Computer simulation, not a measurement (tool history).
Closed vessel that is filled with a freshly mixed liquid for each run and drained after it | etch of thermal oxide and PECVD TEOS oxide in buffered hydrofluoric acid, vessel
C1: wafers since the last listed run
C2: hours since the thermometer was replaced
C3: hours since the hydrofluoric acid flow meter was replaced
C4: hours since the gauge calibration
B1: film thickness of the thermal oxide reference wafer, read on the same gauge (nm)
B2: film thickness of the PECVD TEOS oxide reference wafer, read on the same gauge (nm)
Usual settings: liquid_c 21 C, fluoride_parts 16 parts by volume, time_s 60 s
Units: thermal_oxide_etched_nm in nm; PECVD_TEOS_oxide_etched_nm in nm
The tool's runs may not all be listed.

run 1 day=0 | liquid_c=21 fluoride_parts=16 time_s=60 | C1=0 C2=548.3 C3=2027.3 C4=27.5 | B1=100.05 B2=150.03 | thermal_oxide_etched_nm=38.95 PECVD_TEOS_oxide_etched_nm=98.97
run 2 day=0.392 | liquid_c=19 fluoride_parts=16 time_s=60 | C1=974 C2=557.7 C3=2036.7 C4=36.9 | B1=100.02 B2=150.02 | thermal_oxide_etched_nm=35.68 PECVD_TEOS_oxide_etched_nm=89.28
-- day=1.138 hydrofluoric acid flow meter replaced
run 3 day=1.317 | liquid_c=19 fluoride_parts=16 time_s=60 | C1=2198 C2=579.9 C3=4.3 C4=59.1 | B1=100 B2=149.99 | thermal_oxide_etched_nm=35.24 PECVD_TEOS_oxide_etched_nm=88.59
run 4 day=2.062 | liquid_c=21 fluoride_parts=19.5 time_s=45 | C1=1855 C2=597.8 C3=22.2 C4=77 | B1=99.98 B2=149.99 | thermal_oxide_etched_nm=24.12 PECVD_TEOS_oxide_etched_nm=61.14
-- day=2.583 thermometer replaced
run 5 day=2.658 | liquid_c=21 fluoride_parts=20.5 time_s=60 | C1=1378 C2=1.8 C3=36.5 C4=91.3 | B1=99.99 B2=149.98 | thermal_oxide_etched_nm=31.11 PECVD_TEOS_oxide_etched_nm=78.05
run 6 day=3.267 | liquid_c=25 fluoride_parts=19.5 time_s=30 | C1=1513 C2=16.4 C3=51.1 C4=105.9 | B1=99.99 B2=150 | thermal_oxide_etched_nm=20.01 PECVD_TEOS_oxide_etched_nm=50.74
run 7 day=3.617 | liquid_c=21 fluoride_parts=18.5 time_s=95 | C1=870 C2=24.8 C3=59.5 C4=114.3 | B1=99.99 B2=150.03 | thermal_oxide_etched_nm=53.74 PECVD_TEOS_oxide_etched_nm=136.21
run 8 day=4.217 | liquid_c=21 fluoride_parts=13.5 time_s=50 | C1=1493 C2=39.2 C3=73.9 C4=128.7 | B1=100.04 B2=150.02 | thermal_oxide_etched_nm=38.23 PECVD_TEOS_oxide_etched_nm=96.97
run 9 day=4.583 | liquid_c=21 fluoride_parts=16 time_s=60 | C1=912 C2=48 C3=82.7 C4=137.5 | B1=99.98 B2=149.99 | thermal_oxide_etched_nm=39.54 PECVD_TEOS_oxide_etched_nm=99.76
run 10 day=5.15 | liquid_c=19.5 fluoride_parts=16 time_s=80 | C1=1410 C2=61.6 C3=96.3 C4=151.1 | B1=100.05 B2=150 | thermal_oxide_etched_nm=48.51 PECVD_TEOS_oxide_etched_nm=121.36
run 11 day=5.696 | liquid_c=21 fluoride_parts=20 time_s=30 | C1=1358 C2=74.7 C3=109.4 C4=164.2 | B1=99.98 B2=150 | thermal_oxide_etched_nm=15.82 PECVD_TEOS_oxide_etched_nm=40
run 12 day=6.442 | liquid_c=17.5 fluoride_parts=11.5 time_s=90 | C1=1855 C2=92.6 C3=127.3 C4=182.1 | B1=100.02 B2=149.99 | thermal_oxide_etched_nm=66.93 PECVD_TEOS_oxide_etched_nm=168.43
run 13 day=6.992 | liquid_c=21 fluoride_parts=16 time_s=60 | C1=1368 C2=105.8 C3=140.5 C4=195.3 | B1=100.02 B2=150 | thermal_oxide_etched_nm=39.64 PECVD_TEOS_oxide_etched_nm=99.8
run 14 day=7.267 | liquid_c=17.5 fluoride_parts=9.5 time_s=60 | C1=684 C2=112.4 C3=147.1 C4=201.9 | B1=99.97 B2=150 | thermal_oxide_etched_nm=53.72 PECVD_TEOS_oxide_etched_nm=133.41
run 15 day=7.892 | liquid_c=17 fluoride_parts=20 time_s=90 | C1=1555 C2=127.4 C3=162.1 C4=216.9 | B1=100.02 B2=149.96 | thermal_oxide_etched_nm=37.5 PECVD_TEOS_oxide_etched_nm=95.01
run 16 day=8.229 | liquid_c=18.5 fluoride_parts=16 time_s=60 | C1=839 C2=135.5 C3=170.2 C4=225 | B1=100.01 B2=150 | thermal_oxide_etched_nm=34.37 PECVD_TEOS_oxide_etched_nm=85.98
run 17 day=8.892 | liquid_c=18 fluoride_parts=17.5 time_s=95 | C1=1648 C2=151.4 C3=186.1 C4=240.9 | B1=99.99 B2=150.01 | thermal_oxide_etched_nm=48.68 PECVD_TEOS_oxide_etched_nm=121.78
run 18 day=9.546 | liquid_c=21 fluoride_parts=16 time_s=60 | C1=1627 C2=167.1 C3=201.8 C4=256.6 | B1=100.04 B2=150.01 | thermal_oxide_etched_nm=39.42 PECVD_TEOS_oxide_etched_nm=99.22
run 19 day=10.104 | liquid_c=21 fluoride_parts=22 time_s=60 | C1=1389 C2=180.5 C3=215.2 C4=270 | B1=100.03 B2=149.96 | thermal_oxide_etched_nm=29.33 PECVD_TEOS_oxide_etched_nm=74.35
run 20 day=11.983 | liquid_c=21 fluoride_parts=11 time_s=45 | C1=4676 C2=225.6 C3=260.3 C4=315.1 | B1=100.02 B2=149.97 | thermal_oxide_etched_nm=42.72 PECVD_TEOS_oxide_etched_nm=107.29
run 21 day=12.412 | liquid_c=18 fluoride_parts=19.5 time_s=40 | C1=1067 C2=235.9 C3=270.6 C4=325.4 | B1=100.03 B2=150.01 | thermal_oxide_etched_nm=18.48 PECVD_TEOS_oxide_etched_nm=45.87
run 22 day=12.779 | liquid_c=21 fluoride_parts=16 time_s=60 | C1=912 C2=244.7 C3=279.4 C4=334.2 | B1=100.04 B2=149.97 | thermal_oxide_etched_nm=39.88 PECVD_TEOS_oxide_etched_nm=99.99

The next listed run, before its measurement:
run 23 day=13.104 | liquid_c=21 fluoride_parts=19 time_s=40 | C1=808 C2=252.5 C3=287.2 C4=342 | B1=? B2=? | thermal_oxide_etched_nm=? PECVD_TEOS_oxide_etched_nm=?

B1: 100.03
B2: 149.98
thermal_oxide_etched_nm: 22.22 nm
PECVD_TEOS_oxide_etched_nm: 56.19 nm
Without the tool's hidden state the same run would have given thermal_oxide_etched_nm 22.22 nm, PECVD_TEOS_oxide_etched_nm 56.19 nm.
